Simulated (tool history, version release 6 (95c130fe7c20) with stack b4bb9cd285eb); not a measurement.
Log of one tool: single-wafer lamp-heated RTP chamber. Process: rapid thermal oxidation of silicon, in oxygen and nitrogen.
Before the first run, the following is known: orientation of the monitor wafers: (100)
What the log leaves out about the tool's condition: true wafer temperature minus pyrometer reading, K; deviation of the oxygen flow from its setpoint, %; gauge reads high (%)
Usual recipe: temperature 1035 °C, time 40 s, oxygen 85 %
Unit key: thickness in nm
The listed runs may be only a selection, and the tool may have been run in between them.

run,hour,temperature,time,oxygen,wafers since the last listed run,wafers since the last pyrometer calibration,hours since the oxygen flow controller was replaced,hours since the gauge calibration,"read-back reference wafer on the same gauge, thickness",thickness
1,0,1035,40,98,0,1692,6600.3,774.2,5.892,6.014
2,23,1035,40,98,166,1858,6623.3,797.2,5.899,5.996
3,43.8,1035,40,98,150,2009,6644.1,818,5.893,5.974
4,70.2,1035,40,85,191,2200,6670.5,844.4,5.896,5.667
5,87.8,1035,40,85,127,2327,6688.1,862,5.898,5.739
6,115.9,1035,40,85,203,2531,6716.2,890.1,5.89,5.683
7,146,1035,40,85,217,2748,6746.3,920.2,5.901,5.694
8,158.7,1035,40,93,91,2840,6759,932.9,5.898,5.845
9,176.6,1035,40,93,129,2970,6776.9,950.8,5.893,5.9
10,200.7,1035,40,85,174,3144,6801,974.9,5.892,5.722
11,217.7,1035,40,85,123,3267,6818,991.9,5.901,5.679
# hour 247.1: gauge calibrated
12,250.4,1035,26,85,236,3504,6850.7,3.3,5.715,4.597
13,267.4,1035,26,85,123,3627,6867.7,20.3,5.724,4.592
14,281.9,1035,26,85,104,3732,6882.2,34.8,5.732,4.622
15,306.4,1035,40,85,177,3909,6906.7,59.3,5.742,5.505
16,325.8,1035,40,85,140,4050,6926.1,78.7,5.754,5.566
17,356.1,1035,40,85,219,4269,6956.4,109,5.772,5.584
18,378,1035,40,85,158,4427,6978.3,130.9,5.778,5.56
# hour 397.4: pyrometer window cleaned and pyrometer calibrated
19,410.4,1012,33,85,176,94,7010.7,163.3,5.791,4.395
# hour 428: oxygen flow controller replaced
20,429,1035,40,70,76,170,1,181.9,5.797,5.238
21,448.1,1044,26,63,138,308,20.1,201,5.808,4.495
22,465.6,1035,40,85,126,435,37.6,218.5,5.82,5.618
23,495,1056,32,70,212,648,67,247.9,5.828,5.499
24,514.5,1035,30,98,141,789,86.5,267.4,5.827,5.267
25,537.2,1006,40,67,164,953,109.2,290.1,5.83,4.279
26,566,1058,58,63,208,1162,138,318.9,5.841,6.965
27,592.9,1035,40,98,194,1356,164.9,345.8,5.862,5.968
28,623.8,1026,40,85,223,1580,195.8,376.7,5.855,5.313
29,636.4,1035,40,70,91,1671,208.4,389.3,5.855,5.278
30,651.2,1035,34,73,107,1778,223.2,404.1,5.865,4.994
31,685,1035,34,73,244,2023,257,437.9,5.856,5.001
32,715.3,1035,32,98,219,2242,287.3,468.2,5.866,5.426
33,731.5,1054,40,74,117,2359,303.5,484.4,5.879,6.133
34,753.4,1035,40,85,158,2518,325.4,506.3,5.881,5.677
35,766.8,1055,21,85,96,2615,338.8,519.7,5.881,4.948
36,802.5,1054,58,85,258,2873,374.5,555.4,5.875,7.615

3 ways to go on from here, each from the tool as it stands after run 36. What would each give?
A,802.9,1035,31,85,2,2876,374.9,555.8,?,?
B,802.9,1035,29,85,2,2876,374.9,555.8,?,?
C,802.9,1035,24,98,2,2876,374.9,555.8,?,?

run,"read-back reference wafer on the same gauge, thickness",thickness
A,5.887,5.125
B,5.887,4.984
C,5.887,4.837
Without the tool's hidden state the same runs would have given:
run,thickness
A,4.967
B,4.829
C,4.687

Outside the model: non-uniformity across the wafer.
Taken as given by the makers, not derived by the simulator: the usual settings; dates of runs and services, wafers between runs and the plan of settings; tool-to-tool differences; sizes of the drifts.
